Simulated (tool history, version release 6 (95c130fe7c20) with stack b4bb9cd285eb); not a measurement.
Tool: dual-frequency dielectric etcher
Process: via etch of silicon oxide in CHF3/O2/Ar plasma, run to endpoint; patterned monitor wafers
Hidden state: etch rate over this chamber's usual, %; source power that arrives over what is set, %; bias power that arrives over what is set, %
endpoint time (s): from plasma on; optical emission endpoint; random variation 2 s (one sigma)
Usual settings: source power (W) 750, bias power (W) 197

run	day	source power (W)	bias power (W)	wafers since the last listed run	hours since the last wet clean	hours since the last source power generator calibration	hours since the last bias power generator calibration	hours since the last upper electrode change	incoming incoming film thickness, nm	endpoint time (s)
1	0	750	197	0	558.4	2371.1	1351	1930.7	661.8	275.4
# day 0.029: wet clean of the chamber
2	2.179	750	197	347	51.6	2423.4	1403.3	1983	657.5	264.9
3	4.829	750	197	427	115.2	2487	1466.9	2046.6	651.6	263.2
4	6.5	750	217	269	155.3	2527.1	1507	2086.7	654.5	252.7
5	9.075	750	223	415	217.1	2588.9	1568.8	2148.5	659.5	258.7
6	10.942	750	223	301	261.9	2633.7	1613.6	2193.3	667.5	257.2
7	13.762	890	197	455	329.6	2701.4	1681.3	2261	657.3	245.8
8	15.346	840	175	255	367.6	2739.4	1719.3	2299	660.5	265.4
9	19.175	840	175	618	459.5	2831.3	1811.2	2390.9	654.5	264.7
10	21.175	750	231	322	507.5	2879.3	1859.2	2438.9	658.7	255.5
11	23.533	750	231	380	564.1	2935.9	1915.8	2495.5	664.1	261.2
# day 25.558: bias power generator calibrated
# day 25.562: wet clean of the chamber
# day 28.9: upper electrode replaced
12	30.558	750	231	945	119.9	3104.5	120	39.8	663.5	248.7
13	31.638	750	197	174	145.8	3130.4	145.9	65.7	651.9	261.3
14	33.217	620	197	254	183.7	3168.3	183.8	103.6	667.6	301.6
15	35.675	750	228	396	242.7	3227.3	242.8	162.6	659.9	257.1
16	38.592	750	197	470	312.7	3297.3	312.8	232.6	657.1	269.3
# day 40.062: source power generator calibrated
17	41.054	750	197	370	371.8	23.8	371.9	291.7	658.4	268.3
18	42.475	650	197	229	405.9	57.9	406	325.8	665.8	300.8
19	43.554	750	197	174	431.8	83.8	431.9	351.7	654	269.4
20	44.829	830	166	205	462.4	114.4	462.5	382.3	661.8	274.9
21	46.767	650	215	312	508.9	160.9	509	428.8	659.5	288.6
# day 48.462: wet clean of the chamber
22	48.483	940	212	115	0.5	202.1	550.2	470	656.3	227.1
23	49.196	750	217	115	17.6	219.2	567.3	487.1	660.4	254.7
24	51.725	830	185	408	78.3	279.9	628	547.8	655.7	253.3
25	54.029	840	224	372	133.6	335.2	683.3	603.1	659.5	239.7
26	56.454	920	197	391	191.8	393.4	741.5	661.3	662.4	240
27	58.929	870	177	399	251.2	452.8	800.9	720.7	656.1	257.1
28	60.388	830	223	235	286.2	487.8	835.9	755.7	656.8	241.8
29	61.775	830	244	224	319.5	521.1	869.2	789	657.6	236.3

Hidden state at the last listed run before each entry between runs and at the first one after, where it differs:
Between runs 1 and 2: wet clean of the chamber (day 0.029)
  etch rate over this chamber's usual, %: -3.63 -> 0.0453
  measured less the result without the state, endpoint time (s): +10 -> -0.2
Between runs 11 and 12: bias power generator calibrated (day 25.558); wet clean of the chamber (day 25.562); upper electrode replaced (day 28.9)
  etch rate over this chamber's usual, %: -3.59 -> -0.776
  measured less the result without the state, endpoint time (s): +9.3 -> +1.9
Between runs 16 and 17: source power generator calibrated (day 40.062)
  etch rate over this chamber's usual, %: -2.14 -> -2.56
  measured less the result without the state, endpoint time (s): +5.7 -> +6.9
Between runs 21 and 22: wet clean of the chamber (day 48.462)
  etch rate over this chamber's usual, %: -3.53 -> 0.129
  measured less the result without the state, endpoint time (s): +10.2 -> -0.3
